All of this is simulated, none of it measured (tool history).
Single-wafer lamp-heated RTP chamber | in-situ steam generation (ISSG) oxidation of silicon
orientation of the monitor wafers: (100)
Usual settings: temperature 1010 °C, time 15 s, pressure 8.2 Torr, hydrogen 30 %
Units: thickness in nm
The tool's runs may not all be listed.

run	hour	temperature	time	pressure	hydrogen	wafers since the last listed run	wafers since the last pyrometer calibration	hours since the pressure gauge was zeroed	hours since the hydrogen flow controller was replaced	hours since the gauge calibration	read-back reference wafer on the same gauge, thickness	thickness
1	0.0	1010	15	8.2	30	0	2713	3643.5	5191.6	275.3	4.960	5.973
# hour 52.8: pyrometer window cleaned and pyrometer calibrated
2	53.3	1010	15	8.2	30	573	6	3696.8	5244.9	328.6	4.961	5.921
3	79.2	1023	15	8.2	30	327	334	3722.7	5270.8	354.5	4.959	6.271
4	130.0	1023	15	8.2	30	643	977	3773.5	5321.6	405.3	4.958	6.267
5	159.7	1010	15	8.2	30	376	1353	3803.2	5351.3	435.0	4.961	5.939
6	191.3	1010	15	8.2	30	400	1753	3834.8	5382.9	466.6	4.963	5.959
7	226.8	1010	10	8.2	30	449	2203	3870.3	5418.4	502.1	4.958	5.011
8	288.9	1010	15	8.2	30	786	2989	3932.4	5480.5	564.2	4.960	5.988
# hour 322.2: pyrometer window cleaned and pyrometer calibrated
# hour 387.9: gauge calibrated
9	422.2	1010	15	8.2	30	1586	1266	4065.7	5613.8	34.3	4.958	5.932
10	465.6	1010	15	8.2	30	549	1816	4109.1	5657.2	77.7	4.960	5.942
11	508.4	1010	15	8.2	30	541	2358	4151.9	5700.0	120.5	4.958	5.974
# hour 573.6: pressure gauge zeroed
12	574.1	1022	15	7.1	21	730	3088	0.5	5765.7	186.2	4.961	5.740
13	620.9	1023	15	8.9	30	592	3681	47.3	5812.5	233.0	4.962	6.306
# hour 635.9: pyrometer window cleaned and pyrometer calibrated
14	661.8	1010	15	8.2	30	416	328	88.2	5853.4	273.9	4.961	5.936
15	710.9	997	15	8.8	32	621	950	137.3	5902.5	323.0	4.959	5.693
16	745.0	1010	15	7.7	30	431	1381	171.4	5936.6	357.1	4.961	5.951
# hour 762.8: hydrogen flow controller replaced
17	818.3	1010	15	8.2	30	826	2208	244.7	55.5	430.4	4.961	5.979
18	880.5	1010	15	8.2	30	787	2996	306.9	117.7	492.6	4.961	6.011
# hour 920.4: pyrometer window cleaned and pyrometer calibrated
19	920.9	1004	15	8.2	23	410	6	347.3	158.1	533.0	4.963	5.408
20	972.3	1001	21	8.2	30	650	657	398.7	209.5	584.4	4.960	6.640
21	1019.7	1025	15	7.3	30	600	1257	446.1	256.9	631.8	4.962	6.359
22	1062.5	1018	19	8.2	30	541	1799	488.9	299.7	674.6	4.960	6.836

Forecast each of these 3 alternatives for the next run:
A	1062.9	1028	15	8.2	30	5	1804	489.3	300.1	675.0	?	?
B	1062.9	1020	15	8.2	30	5	1804	489.3	300.1	675.0	?	?
C	1062.9	1010	15	8.2	32	5	1804	489.3	300.1	675.0	?	?

run	read-back reference wafer on the same gauge, thickness	thickness
A	4.960	6.440
B	4.960	6.217
C	4.960	6.070
Without the tool's hidden state the same runs would have given:
run	thickness
A	6.401
B	6.181
C	6.038
